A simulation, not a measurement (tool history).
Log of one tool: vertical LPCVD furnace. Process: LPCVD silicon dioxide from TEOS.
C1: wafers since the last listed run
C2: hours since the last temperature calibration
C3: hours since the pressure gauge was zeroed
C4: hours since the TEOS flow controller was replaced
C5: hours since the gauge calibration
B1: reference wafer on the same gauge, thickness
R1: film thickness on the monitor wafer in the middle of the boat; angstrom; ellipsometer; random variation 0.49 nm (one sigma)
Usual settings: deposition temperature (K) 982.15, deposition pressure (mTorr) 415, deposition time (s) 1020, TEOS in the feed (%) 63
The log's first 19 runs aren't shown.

{"run": 20, "day": 10.742, "deposition temperature (K)": 982.15, "deposition pressure (mTorr)": 475, "deposition time (s)": 1020, "TEOS in the feed (%)": 63, "C1": 136, "C2": 1531.6, "C3": 42.5, "C4": 26.7, "C5": 284.6, "B1": 205.02, "R1": 2107.0}
{"run": 21, "day": 11.271, "deposition temperature (K)": 982.15, "deposition pressure (mTorr)": 415, "deposition time (s)": 1020, "TEOS in the feed (%)": 63, "C1": 128, "C2": 1544.3, "C3": 55.2, "C4": 39.4, "C5": 297.3, "B1": 205.02, "R1": 1960.3}
{"run": 22, "day": 12.0, "deposition temperature (K)": 987.15, "deposition pressure (mTorr)": 310, "deposition time (s)": 1020, "TEOS in the feed (%)": 63, "C1": 177, "C2": 1561.8, "C3": 72.7, "C4": 56.9, "C5": 314.8, "B1": 205.18, "R1": 1903.3}
{"run": 23, "day": 12.392, "deposition temperature (K)": 982.15, "deposition pressure (mTorr)": 415, "deposition time (s)": 1020, "TEOS in the feed (%)": 63, "C1": 95, "C2": 1571.2, "C3": 82.1, "C4": 66.3, "C5": 324.2, "B1": 204.87, "R1": 1963.4}
{"day": 13.492, "done": "thermocouples replaced and temperature profile calibrated"}
{"run": 24, "day": 13.512, "deposition temperature (K)": 982.15, "deposition pressure (mTorr)": 340, "deposition time (s)": 840, "TEOS in the feed (%)": 53, "C1": 29, "C2": 0.5, "C3": 109.0, "C4": 93.2, "C5": 351.1, "B1": 204.91, "R1": 1218.1}
{"day": 13.588, "done": "gauge calibrated"}
{"run": 25, "day": 13.688, "deposition temperature (K)": 982.15, "deposition pressure (mTorr)": 415, "deposition time (s)": 1020, "TEOS in the feed (%)": 63, "C1": 42, "C2": 4.7, "C3": 113.2, "C4": 97.4, "C5": 2.4, "B1": 204.9, "R1": 1782.5}
{"run": 26, "day": 14.267, "deposition temperature (K)": 990.15, "deposition pressure (mTorr)": 505, "deposition time (s)": 1020, "TEOS in the feed (%)": 69, "C1": 140, "C2": 18.6, "C3": 127.1, "C4": 111.3, "C5": 16.3, "B1": 205.02, "R1": 2462.2}
{"run": 27, "day": 14.638, "deposition temperature (K)": 982.15, "deposition pressure (mTorr)": 470, "deposition time (s)": 1020, "TEOS in the feed (%)": 63, "C1": 90, "C2": 27.5, "C3": 136.0, "C4": 120.2, "C5": 25.2, "B1": 205.02, "R1": 1895.1}
{"run": 28, "day": 15.333, "deposition temperature (K)": 982.15, "deposition pressure (mTorr)": 415, "deposition time (s)": 1020, "TEOS in the feed (%)": 73, "C1": 169, "C2": 44.2, "C3": 152.7, "C4": 136.9, "C5": 41.9, "B1": 205.0, "R1": 1931.6}
{"run": 29, "day": 15.992, "deposition temperature (K)": 982.15, "deposition pressure (mTorr)": 415, "deposition time (s)": 1020, "TEOS in the feed (%)": 63, "C1": 160, "C2": 60.0, "C3": 168.5, "C4": 152.7, "C5": 57.7, "B1": 205.04, "R1": 1798.3}
{"run": 30, "day": 16.675, "deposition temperature (K)": 976.15, "deposition pressure (mTorr)": 415, "deposition time (s)": 1140, "TEOS in the feed (%)": 55, "C1": 166, "C2": 76.4, "C3": 184.9, "C4": 169.1, "C5": 74.1, "B1": 204.97, "R1": 1638.8}
{"run": 31, "day": 17.192, "deposition temperature (K)": 988.15, "deposition pressure (mTorr)": 415, "deposition time (s)": 1200, "TEOS in the feed (%)": 63, "C1": 125, "C2": 88.8, "C3": 197.3, "C4": 181.5, "C5": 86.5, "B1": 204.95, "R1": 2436.9}
{"run": 32, "day": 17.729, "deposition temperature (K)": 982.15, "deposition pressure (mTorr)": 445, "deposition time (s)": 750, "TEOS in the feed (%)": 63, "C1": 130, "C2": 101.7, "C3": 210.2, "C4": 194.4, "C5": 99.4, "B1": 205.12, "R1": 1375.7}

3 ways to go on from here, each from the tool as it stands after run 32. What would each give?
{"run": "A", "day": 17.908, "deposition temperature (K)": 982.15, "deposition pressure (mTorr)": 415, "deposition time (s)": 720, "TEOS in the feed (%)": 63, "C1": 43, "C2": 106.0, "C3": 214.5, "C4": 198.7, "C5": 103.7, "B1": "?", "R1": "?"}
{"run": "B", "day": 17.908, "deposition temperature (K)": 982.15, "deposition pressure (mTorr)": 415, "deposition time (s)": 1380, "TEOS in the feed (%)": 63, "C1": 43, "C2": 106.0, "C3": 214.5, "C4": 198.7, "C5": 103.7, "B1": "?", "R1": "?"}
{"run": "C", "day": 17.908, "deposition temperature (K)": 990.15, "deposition pressure (mTorr)": 415, "deposition time (s)": 1170, "TEOS in the feed (%)": 63, "C1": 43, "C2": 106.0, "C3": 214.5, "C4": 198.7, "C5": 103.7, "B1": "?", "R1": "?"}

run=A B1=205.01 R1=1278.3
run=B B1=205.01 R1=2450.1
run=C B1=205.01 R1=2488.6
Without the tool's hidden state the same runs would have given:
run=A R1=1242.4
run=B R1=2381.3
run=C R1=2419.8

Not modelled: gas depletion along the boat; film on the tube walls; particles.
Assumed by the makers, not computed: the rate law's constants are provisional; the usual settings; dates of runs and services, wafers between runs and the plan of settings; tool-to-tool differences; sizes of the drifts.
